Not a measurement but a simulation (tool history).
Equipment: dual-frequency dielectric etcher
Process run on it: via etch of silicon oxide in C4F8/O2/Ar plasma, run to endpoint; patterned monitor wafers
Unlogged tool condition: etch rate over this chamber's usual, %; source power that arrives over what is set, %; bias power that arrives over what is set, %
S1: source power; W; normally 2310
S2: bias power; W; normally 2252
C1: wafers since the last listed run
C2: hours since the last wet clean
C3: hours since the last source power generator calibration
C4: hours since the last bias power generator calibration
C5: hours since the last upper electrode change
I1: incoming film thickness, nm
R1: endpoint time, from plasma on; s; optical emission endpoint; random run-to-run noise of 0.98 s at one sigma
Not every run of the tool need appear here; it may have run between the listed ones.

| run | hour | S1 | S2 | C1 | C2 | C3 | C4 | C5 | I1 | R1 |
|---|---|---|---|---|---|---|---|---|---|---|
| 1 | 0 | 2310 | 1922 | 0 | 0.5 | 1945.2 | 1063.4 | 3403.7 | 1841 | 328 |
| 2 | 44.3 | 2310 | 2252 | 189 | 44.8 | 1989.5 | 1107.7 | 3448 | 1842.7 | 319.2 |
| 3 | 70.9 | 2310 | 2252 | 113 | 71.4 | 2016.1 | 1134.3 | 3474.6 | 1846.7 | 319.3 |
| 4 | 107.9 | 2680 | 2416 | 158 | 108.4 | 2053.1 | 1171.3 | 3511.6 | 1839 | 298.8 |
| 5 | 138.8 | 2310 | 2252 | 132 | 139.3 | 2084 | 1202.2 | 3542.5 | 1864.7 | 323.2 |
| 6 | 197 | 2310 | 2252 | 248 | 197.5 | 2142.2 | 1260.4 | 3600.7 | 1847.3 | 318.2 |
| 7 | 226 | 2310 | 2252 | 124 | 226.5 | 2171.2 | 1289.4 | 3629.7 | 1873.6 | 321.6 |
| 8 | 282.5 | 1900 | 2252 | 241 | 283 | 2227.7 | 1345.9 | 3686.2 | 1839.3 | 333.1 |
| 9 | 324.9 | 2310 | 2670 | 181 | 325.4 | 2270.1 | 1388.3 | 3728.6 | 1855.5 | 305.1 |
| 10 | 390.9 | 2060 | 2605 | 282 | 391.4 | 2336.1 | 1454.3 | 3794.6 | 1860.8 | 317.2 |
|  | 432.2 | upper electrode replaced |
|  | 457.7 | wet clean of the chamber |
| 11 | 458.2 | 2060 | 2605 | 82 | 0.5 | 2403.4 | 1521.6 | 26 | 1839.8 | 319.1 |
| 12 | 503.7 | 2060 | 2605 | 194 | 46 | 2448.9 | 1567.1 | 71.5 | 1874.8 | 323.1 |
|  | 526.3 | source power generator calibrated |
| 13 | 568.3 | 2310 | 2252 | 259 | 110.6 | 42 | 1631.7 | 136.1 | 1836.6 | 321.8 |
| 14 | 628 | 2310 | 2252 | 255 | 170.3 | 101.7 | 1691.4 | 195.8 | 1845.7 | 321.9 |
| 15 | 714.9 | 2310 | 2507 | 371 | 257.2 | 188.6 | 1778.3 | 282.7 | 1863 | 313.8 |
| 16 | 765.9 | 2310 | 2252 | 218 | 308.2 | 239.6 | 1829.3 | 333.7 | 1856 | 322 |
| 17 | 819.9 | 2310 | 1840 | 230 | 362.2 | 293.6 | 1883.3 | 387.7 | 1820.3 | 327.4 |
| 18 | 863.9 | 2110 | 2081 | 188 | 406.2 | 337.6 | 1927.3 | 431.7 | 1862.9 | 334.8 |
|  | 901.4 | bias power generator calibrated |
|  | 909.5 | wet clean of the chamber |
| 19 | 917.2 | 2110 | 2081 | 176 | 7.7 | 390.9 | 15.8 | 485 | 1876.1 | 341.8 |
| 20 | 1034.3 | 1980 | 2584 | 500 | 124.8 | 508 | 132.9 | 602.1 | 1859.9 | 326 |
| 21 | 1060.8 | 2310 | 2252 | 113 | 151.3 | 534.5 | 159.4 | 628.6 | 1836.3 | 317.7 |
| 22 | 1122 | 2660 | 2421 | 261 | 212.5 | 595.7 | 220.6 | 689.8 | 1830.4 | 297.7 |
| 23 | 1155.8 | 2310 | 2252 | 144 | 246.3 | 629.5 | 254.4 | 723.6 | 1851.8 | 319.3 |
| 24 | 1209.7 | 1980 | 2584 | 230 | 300.2 | 683.4 | 308.3 | 777.5 | 1837.8 | 320.4 |
|  | 1382.3 | wet clean of the chamber |
| 25 | 1382.8 | 2020 | 2491 | 637 | 0.5 | 856.5 | 481.4 | 950.6 | 1870.9 | 331.6 |
| 26 | 1409.9 | 2880 | 1859 | 115 | 27.6 | 883.6 | 508.5 | 977.7 | 1842.2 | 311.4 |
| 27 | 1443.7 | 2620 | 2033 | 144 | 61.4 | 917.4 | 542.3 | 1011.5 | 1860 | 319.7 |
| 28 | 1493.8 | 2580 | 2095 | 214 | 111.5 | 967.5 | 592.4 | 1061.6 | 1839.5 | 313.3 |
| 29 | 1535.3 | 1830 | 2252 | 177 | 153 | 1009 | 633.9 | 1103.1 | 1854.2 | 341.8 |
| 30 | 1579.2 | 2460 | 2702 | 187 | 196.9 | 1052.9 | 677.8 | 1147 | 1855.7 | 303.3 |
| 31 | 1631.4 | 2310 | 2252 | 223 | 249.1 | 1105.1 | 730 | 1199.2 | 1852.5 | 319.5 |
| 32 | 1836.1 | 1880 | 1917 | 875 | 453.8 | 1309.8 | 934.7 | 1403.9 | 1851.9 | 346.2 |
| 33 | 1886.9 | 1880 | 2252 | 217 | 504.6 | 1360.6 | 985.5 | 1454.7 | 1846.4 | 332 |
|  | 1923.7 | wet clean of the chamber |
| 34 | 1926.7 | 1890 | 2004 | 67 | 3 | 1400.4 | 1025.3 | 1494.5 | 1857.7 | 350.5 |
| 35 | 1971.7 | 2140 | 2252 | 192 | 48 | 1445.4 | 1070.3 | 1539.5 | 1848.1 | 328.5 |

The tool's hidden state at each run:
bias power that arrives over what is set, %: 0 on each run
H1: etch rate over this chamber's usual, %
H2: source power that arrives over what is set, %
| run | H1 | H2 |
|---|---|---|
| 1 | -0.0734 | 3.81 |
| 2 | 0.112 | 3.9 |
| 3 | 0.224 | 3.96 |
| 4 | 0.379 | 4.04 |
| 5 | 0.509 | 4.1 |
| 6 | 0.753 | 4.22 |
| 7 | 0.875 | 4.28 |
| 8 | 1.11 | 4.4 |
| 9 | 1.29 | 4.49 |
| 10 | 1.57 | 4.63 |
| 11 | -0.193 | 4.77 |
| 12 | -0.00161 | 4.86 |
| 13 | 0.269 | 0.795 |
| 14 | 0.52 | 0.919 |
| 15 | 0.885 | 1.1 |
| 16 | 1.1 | 1.21 |
| 17 | 1.33 | 1.32 |
| 18 | 1.51 | 1.41 |
| 19 | 0.175 | 1.52 |
| 20 | 0.666 | 1.77 |
| 21 | 0.777 | 1.82 |
| 22 | 1.03 | 1.95 |
| 23 | 1.18 | 2.02 |
| 24 | 1.4 | 2.13 |
| 25 | -0.0852 | 2.49 |
| 26 | 0.0285 | 2.55 |
| 27 | 0.17 | 2.62 |
| 28 | 0.381 | 2.73 |
| 29 | 0.555 | 2.81 |
| 30 | 0.739 | 2.9 |
| 31 | 0.958 | 3.01 |
| 32 | 1.82 | 3.44 |
| 33 | 2.03 | 3.54 |
| 34 | -0.264 | 3.63 |
| 35 | -0.0751 | 3.72 |
